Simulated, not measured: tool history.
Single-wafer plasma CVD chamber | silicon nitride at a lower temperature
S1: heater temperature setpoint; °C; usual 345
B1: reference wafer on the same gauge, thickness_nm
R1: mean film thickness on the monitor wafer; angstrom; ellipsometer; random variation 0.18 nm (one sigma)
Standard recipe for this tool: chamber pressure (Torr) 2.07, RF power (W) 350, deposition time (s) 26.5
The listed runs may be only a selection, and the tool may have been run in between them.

{"run": 1, "hour": 0.0, "S1": 345, "chamber pressure (Torr)": 2.07, "RF power (W)": 350, "deposition time (s)": 26.5, "B1": 37.254, "R1": 321.36}
{"run": 2, "hour": 105.4, "S1": 345, "chamber pressure (Torr)": 2.07, "RF power (W)": 350, "deposition time (s)": 26.5, "B1": 37.244, "R1": 322.57}
{"run": 3, "hour": 143.3, "S1": 345, "chamber pressure (Torr)": 2.07, "RF power (W)": 350, "deposition time (s)": 26.5, "B1": 37.3, "R1": 318.97}
{"run": 4, "hour": 219.6, "S1": 345, "chamber pressure (Torr)": 2.07, "RF power (W)": 350, "deposition time (s)": 26.5, "B1": 37.291, "R1": 320.46}
{"run": 5, "hour": 327.1, "S1": 353, "chamber pressure (Torr)": 2.07, "RF power (W)": 350, "deposition time (s)": 29.7, "B1": 37.282, "R1": 360.47}
{"run": 6, "hour": 380.3, "S1": 345, "chamber pressure (Torr)": 2.07, "RF power (W)": 350, "deposition time (s)": 26.5, "B1": 37.239, "R1": 320.75}
{"hour": 441.1, "done": "gauge calibrated"}
{"run": 7, "hour": 441.3, "S1": 339, "chamber pressure (Torr)": 2.07, "RF power (W)": 350, "deposition time (s)": 26.5, "B1": 37.338, "R1": 321.5}
{"hour": 468.6, "done": "RF generator calibrated"}
{"run": 8, "hour": 502.6, "S1": 345, "chamber pressure (Torr)": 2.43, "RF power (W)": 290, "deposition time (s)": 26.5, "B1": 37.34, "R1": 303.71}
{"hour": 570.0, "done": "thermocouple changed; heater temperature recalibrated"}
{"run": 9, "hour": 582.5, "S1": 345, "chamber pressure (Torr)": 2.07, "RF power (W)": 350, "deposition time (s)": 26.5, "B1": 37.224, "R1": 333.72}
{"run": 10, "hour": 654.5, "S1": 345, "chamber pressure (Torr)": 2.07, "RF power (W)": 350, "deposition time (s)": 24.9, "B1": 37.346, "R1": 316.95}
{"hour": 700.3, "done": "capacitance manometer re-zeroed and calibrated"}
{"hour": 746.7, "done": "showerhead replaced"}
{"run": 11, "hour": 747.2, "S1": 345, "chamber pressure (Torr)": 2.07, "RF power (W)": 350, "deposition time (s)": 31.6, "B1": 37.308, "R1": 395.23}
{"run": 12, "hour": 799.9, "S1": 345, "chamber pressure (Torr)": 2.07, "RF power (W)": 310, "deposition time (s)": 26.5, "B1": 37.284, "R1": 304.0}
{"run": 13, "hour": 893.8, "S1": 345, "chamber pressure (Torr)": 1.72, "RF power (W)": 405, "deposition time (s)": 26.5, "B1": 37.37, "R1": 352.0}
{"run": 14, "hour": 943.2, "S1": 345, "chamber pressure (Torr)": 2.07, "RF power (W)": 350, "deposition time (s)": 26.5, "B1": 37.236, "R1": 329.77}

Pick out some run-to-run changes in R1. Of each, how much would a tool without hidden state show as well, from the settings, what came in and chance, and how much is left for the hidden state and any gauge scatter not in both results compared?
Hidden conditions of the tool in this case: wafer temperature above the value expected at the setpoint (K); delivered RF power above the setpoint (%); true pressure above the setpoint (%); gauge reads high (%).
Run 7 -> 8: S1 339 -> 345, chamber pressure (Torr) 2.07 -> 2.43, RF power (W) 350 -> 290, RF generator calibrated. R1 -17.79 angstrom: hidden state +15.17, all else -32.96.
Run 11 -> 12: RF power (W) 350 -> 310, deposition time (s) 31.6 -> 26.5. R1 -91.23 angstrom: hidden state +1.37, all else -92.60.

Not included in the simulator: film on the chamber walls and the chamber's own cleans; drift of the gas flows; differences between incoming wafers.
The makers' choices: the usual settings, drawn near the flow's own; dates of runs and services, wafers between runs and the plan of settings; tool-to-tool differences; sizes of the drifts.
